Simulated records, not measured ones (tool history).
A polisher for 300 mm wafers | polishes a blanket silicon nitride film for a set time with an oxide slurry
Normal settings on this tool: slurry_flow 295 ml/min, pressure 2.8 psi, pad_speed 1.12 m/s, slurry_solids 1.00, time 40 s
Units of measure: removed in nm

run	hour	slurry_flow	pressure	pad_speed	slurry_solids	time	incoming thickness of the incoming film, nm	removed
1	0.0	295	2.8	1.12	1.00	40	514.4	23.3
# hour 53.1: worn pad replaced by a new one
# hour 83.0: conditioning disc replaced and pad reconditioned
2	117.3	295	2.8	1.12	1.00	40	506.6	23.3
3	143.2	295	2.8	1.12	1.00	40	518.1	23.3
# hour 169.0: slurry blender recalibrated
4	202.4	295	2.8	1.12	1.00	40	515.9	23.5
# hour 208.2: slurry nozzle cleaned
# hour 254.5: worn pad replaced by a new one
5	261.6	295	2.8	1.12	1.00	40	510.0	23.5
6	286.2	295	2.8	1.12	1.00	40	512.3	23.6
7	314.4	295	2.8	1.12	1.00	40	509.5	23.3
8	370.8	295	2.8	1.12	1.15	40	518.5	25.0
# hour 422.1: slurry blender recalibrated
9	429.0	295	2.8	1.12	1.15	40	514.1	24.9
# hour 446.5: conditioning disc replaced and pad reconditioned
10	472.5	295	2.8	1.12	1.15	40	513.9	24.6
# hour 488.6: worn pad replaced by a new one
# hour 493.7: slurry nozzle cleaned
11	500.0	295	2.8	1.24	1.00	40	502.0	25.1
12	537.5	295	2.8	1.24	1.00	40	514.4	25.0
13	570.1	295	2.8	1.12	0.80	40	502.9	21.3
# hour 589.5: head pressure recalibrated
14	621.9	295	3.1	1.12	1.15	40	506.1	27.6
15	683.0	210	2.8	1.12	1.00	40	509.3	23.0
# hour 705.9: slurry blender recalibrated
16	730.7	365	2.4	1.36	1.00	46	515.1	26.1
# hour 747.2: worn pad replaced by a new one
17	755.9	295	2.8	1.48	1.00	40	514.6	27.2
# hour 782.9: slurry nozzle cleaned
18	805.4	295	3.2	1.12	1.00	40	513.4	27.1
# hour 869.1: conditioning disc replaced and pad reconditioned
19	873.9	295	2.8	1.12	1.00	40	515.7	23.7
20	908.0	340	1.8	1.12	1.10	49	514.4	19.4
# hour 919.8: slurry blender recalibrated
21	961.5	365	2.4	1.36	1.00	46	501.9	26.3
# hour 968.6: worn pad replaced by a new one
22	991.4	210	3.2	0.78	0.70	40	505.7	18.0
23	1017.3	355	3.1	1.12	1.00	47	511.1	31.2
24	1051.9	295	2.1	1.28	0.85	44	517.1	19.4
25	1108.9	295	2.8	1.12	1.00	40	517.8	23.5
# hour 1130.4: slurry nozzle cleaned
26	1148.3	260	3.4	1.34	1.00	40	506.6	31.0

Branching from run 26: 3 alternative next runs. What would each branch give?
A	1148.7	295	2.8	0.92	1.00	40	500.9	?
B	1148.7	295	2.0	1.12	1.10	40	500.9	?
C	1148.7	380	2.8	1.12	1.10	40	500.9	?

run	removed
A	21.6
B	17.7
C	25.4
Stripped of hidden state, with their random variation kept, the same runs would have yielded:
run	removed
A	21.6
B	17.7
C	25.4

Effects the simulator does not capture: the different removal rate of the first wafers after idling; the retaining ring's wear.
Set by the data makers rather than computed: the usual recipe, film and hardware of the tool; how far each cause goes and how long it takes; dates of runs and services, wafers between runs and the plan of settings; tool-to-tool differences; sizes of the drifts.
